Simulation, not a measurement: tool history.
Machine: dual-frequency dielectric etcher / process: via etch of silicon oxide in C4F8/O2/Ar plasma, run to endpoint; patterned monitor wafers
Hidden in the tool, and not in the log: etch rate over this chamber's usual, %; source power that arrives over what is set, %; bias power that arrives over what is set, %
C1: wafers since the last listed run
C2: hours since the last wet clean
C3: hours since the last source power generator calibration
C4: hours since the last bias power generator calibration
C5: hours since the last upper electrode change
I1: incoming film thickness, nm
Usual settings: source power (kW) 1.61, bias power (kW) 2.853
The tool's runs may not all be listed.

Run 1, hour 0: usual settings; C1 0; C2 298.3; C3 4076.3; C4 3632.1; C5 4532.3; I1 1225.8. Result: endpoint time (s) 204.5.
Run 2, hour 30.9: usual settings but source power (kW) 1.83, bias power (kW) 2.415; C1 141; C2 329.2; C3 4107.2; C4 3663; C5 4563.2; I1 1232.4. Result: endpoint time (s) 203.1.
Run 3, hour 50.7: usual settings but source power (kW) 1.83, bias power (kW) 2.415; C1 90; C2 349; C3 4127; C4 3682.8; C5 4583; I1 1232.6. Result: endpoint time (s) 203.3.
Run 4, hour 65.8: usual settings but source power (kW) 1.83, bias power (kW) 2.415; C1 69; C2 364.1; C3 4142.1; C4 3697.9; C5 4598.1; I1 1242.4. Result: endpoint time (s) 205.1.
Run 5, hour 101.3: usual settings; C1 162; C2 399.6; C3 4177.6; C4 3733.4; C5 4633.6; I1 1239. Result: endpoint time (s) 209.8.
At hour 139.1: wet clean of the chamber.
At hour 148.6: upper electrode replaced.
Run 6, hour 149.1: usual settings but bias power (kW) 2.365; C1 65; C2 10; C3 4225.4; C4 3781.2; C5 0.5; I1 1234.3. Result: endpoint time (s) 211.9.
Run 7, hour 155: usual settings but bias power (kW) 2.365; C1 26; C2 15.9; C3 4231.3; C4 3787.1; C5 6.4; I1 1245.4. Result: endpoint time (s) 215.4.
Run 8, hour 178.7: usual settings; C1 108; C2 39.6; C3 4255; C4 3810.8; C5 30.1; I1 1246.4. Result: endpoint time (s) 202.6.
Run 9, hour 190.7: usual settings; C1 54; C2 51.6; C3 4267; C4 3822.8; C5 42.1; I1 1240.1. Result: endpoint time (s) 201.1.
Run 10, hour 216.4: usual settings but source power (kW) 1.81, bias power (kW) 2.146; C1 117; C2 77.3; C3 4292.7; C4 3848.5; C5 67.8; I1 1233.8. Result: endpoint time (s) 207.3.
Run 11, hour 240.6: usual settings but source power (kW) 1.83, bias power (kW) 2.415; C1 110; C2 101.5; C3 4316.9; C4 3872.7; C5 92; I1 1244.8. Result: endpoint time (s) 200.1.
Run 12, hour 273.5: usual settings but source power (kW) 1.47, bias power (kW) 3.49; C1 150; C2 134.4; C3 4349.8; C4 3905.6; C5 124.9; I1 1221.2. Result: endpoint time (s) 198.8.
At hour 300.4: bias power generator calibrated.
Run 13, hour 306.9: usual settings but source power (kW) 1.24, bias power (kW) 3.502; C1 134; C2 167.8; C3 4383.2; C4 6.5; C5 158.3; I1 1221.8. Result: endpoint time (s) 221.8.
Run 14, hour 324.7: usual settings but source power (kW) 1.99, bias power (kW) 3.266; C1 81; C2 185.6; C3 4401; C4 24.3; C5 176.1; I1 1242.2. Result: endpoint time (s) 172.8.
At hour 340.9: source power generator calibrated.
Run 15, hour 342.5: usual settings but source power (kW) 1.31, bias power (kW) 3.032; C1 63; C2 203.4; C3 1.6; C4 42.1; C5 193.9; I1 1248. Result: endpoint time (s) 231.2.
Run 16, hour 357.9: usual settings; C1 70; C2 218.8; C3 17; C4 57.5; C5 209.3; I1 1243.9. Result: endpoint time (s) 206.8.
Run 17, hour 419.5: usual settings but source power (kW) 1.3, bias power (kW) 3.133; C1 281; C2 280.4; C3 78.6; C4 119.1; C5 270.9; I1 1236.1. Result: endpoint time (s) 230.2.
Run 18, hour 450.9: usual settings but source power (kW) 1.23, bias power (kW) 3.219; C1 143; C2 311.8; C3 110; C4 150.5; C5 302.3; I1 1233.1. Result: endpoint time (s) 236.9.

Alternative continuations, all from the tool just after run 18; predict every row:
Run A, hour 451.4: usual settings; C1 2; C2 312.3; C3 110.5; C4 151; C5 302.8; I1 1251.6. Result: endpoint time (s) ?.
Run B, hour 451.4: usual settings but source power (kW) 1.22, bias power (kW) 2.418; C1 2; C2 312.3; C3 110.5; C4 151; C5 302.8; I1 1251.6. Result: endpoint time (s) ?.
Run C, hour 451.4: usual settings but source power (kW) 1.86, bias power (kW) 2.553; C1 2; C2 312.3; C3 110.5; C4 151; C5 302.8; I1 1251.6. Result: endpoint time (s) ?.

run  endpoint time (s)
  A                210
  B              269.9
  C              200.1
Take away the tool's hidden state, keep each run's random variation, and the runs would have read:
run  endpoint time (s)
  A              202.2
  B              259.8
  C              192.7
